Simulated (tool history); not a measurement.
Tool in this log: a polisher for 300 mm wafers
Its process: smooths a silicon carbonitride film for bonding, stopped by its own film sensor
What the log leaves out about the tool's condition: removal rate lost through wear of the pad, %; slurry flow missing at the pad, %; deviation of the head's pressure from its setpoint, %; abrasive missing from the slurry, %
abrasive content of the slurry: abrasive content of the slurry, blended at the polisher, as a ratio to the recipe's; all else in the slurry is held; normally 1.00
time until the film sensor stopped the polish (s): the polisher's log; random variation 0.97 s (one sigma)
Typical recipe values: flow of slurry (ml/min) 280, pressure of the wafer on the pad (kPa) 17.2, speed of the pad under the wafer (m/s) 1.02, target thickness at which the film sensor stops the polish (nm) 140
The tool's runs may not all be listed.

run    hour  flow of slurry (ml/min)  pressure of the wafer on the pad (kPa)  speed of the pad under the wafer (m/s)  abrasive content of the slurry  target thickness at which the film sensor stops the polish (nm)  wafers since the last listed run  wafers polished on this pad  hours since the slurry nozzle was cleaned  hours since the head pressure was calibrated  hours since the slurry blender was calibrated  incoming thickness of the incoming film, nm  time until the film sensor stopped the polish (s)
  1     0.0                      280                                    17.2                                    1.02                            1.00                                                              140                                 0                         3248                                      349.7                                         262.6                                           89.3                                        167.1                                              110.7
       33.2  -- worn pad replaced by a new one
  2    73.7                      280                                    17.2                                    1.02                            1.00                                                              140                               651                          378                                      423.4                                         336.3                                          163.0                                        170.1                                              122.1
      119.9  -- slurry nozzle cleaned
  3   164.8                      280                                    13.1                                    1.02                            1.20                                                              140                               841                         1220                                       44.9                                         427.4                                          254.1                                        170.4                                              136.0
  4   257.5                      280                                    13.1                                    1.02                            1.20                                                              140                               866                         2086                                      137.6                                         520.1                                          346.8                                        169.0                                              131.6
      333.9  -- slurry blender recalibrated
  5   342.5                      280                                    13.1                                    1.02                            1.20                                                              140                               775                         2861                                      222.6                                         605.1                                            8.6                                        166.6                                              121.3
  6   436.9                      280                                    17.2                                    1.02                            1.00                                                              133                               881                         3743                                      317.0                                         699.5                                          103.0                                        168.8                                              145.6
      492.2  -- worn pad replaced by a new one
  7   514.9                      280                                    17.2                                    1.02                            1.00                                                              133                               691                          212                                      395.0                                         777.5                                          181.0                                        169.6                                              144.2
      519.2  -- slurry nozzle cleaned
  8   556.0                      280                                    17.2                                    1.02                            0.85                                                              140                               374                          586                                       36.8                                         818.6                                          222.1                                        172.2                                              141.2
  9   605.2                      280                                    17.2                                    1.02                            0.80                                                              140                               459                         1046                                       86.0                                         867.8                                          271.3                                        170.2                                              138.2
 10   657.1                      280                                    17.2                                    1.02                            0.80                                                              140                               484                         1531                                      137.9                                         919.7                                          323.2                                        171.6                                              148.8
      700.1  -- head pressure recalibrated
      706.2  -- slurry blender recalibrated
 11   757.0                      280                                    17.2                                    1.02                            1.00                                                              136                               895                         2427                                      237.8                                          56.9                                           50.8                                        172.1                                              145.6
 12   793.1                      280                                    17.2                                    1.02                            1.00                                                              136                               337                         2764                                      273.9                                          93.0                                           86.9                                        169.0                                              133.5
 13   873.4                      280                                    17.2                                    1.02                            1.00                                                              136                               750                         3514                                      354.2                                         173.3                                          167.2                                        167.6                                              129.6
      918.5  -- worn pad replaced by a new one
     1002.2  -- slurry nozzle cleaned
 14  1038.8                      280                                    13.8                                    1.02                            1.00                                                              140                              1498                         1114                                       36.6                                         338.7                                          332.6                                        169.4                                              139.1
     1077.9  -- slurry blender recalibrated
 15  1261.1                      280                                    13.8                                    1.02                            1.00                                                              148                              2058                         3172                                      258.9                                         561.0                                          183.2                                        167.5                                               95.9

Predict the results of run 16:
     1287.9  -- worn pad replaced by a new one
 16  1316.8                      280                                    17.2                                    1.02                            1.00                                                              140                               482                          269                                      314.6                                         616.7                                          238.9                                        173.4                                                  ?

Run 16 gave time until the film sensor stopped the polish (s) 131.0.
Without the tool's hidden state the same run would have given time until the film sensor stopped the polish (s) 125.5.
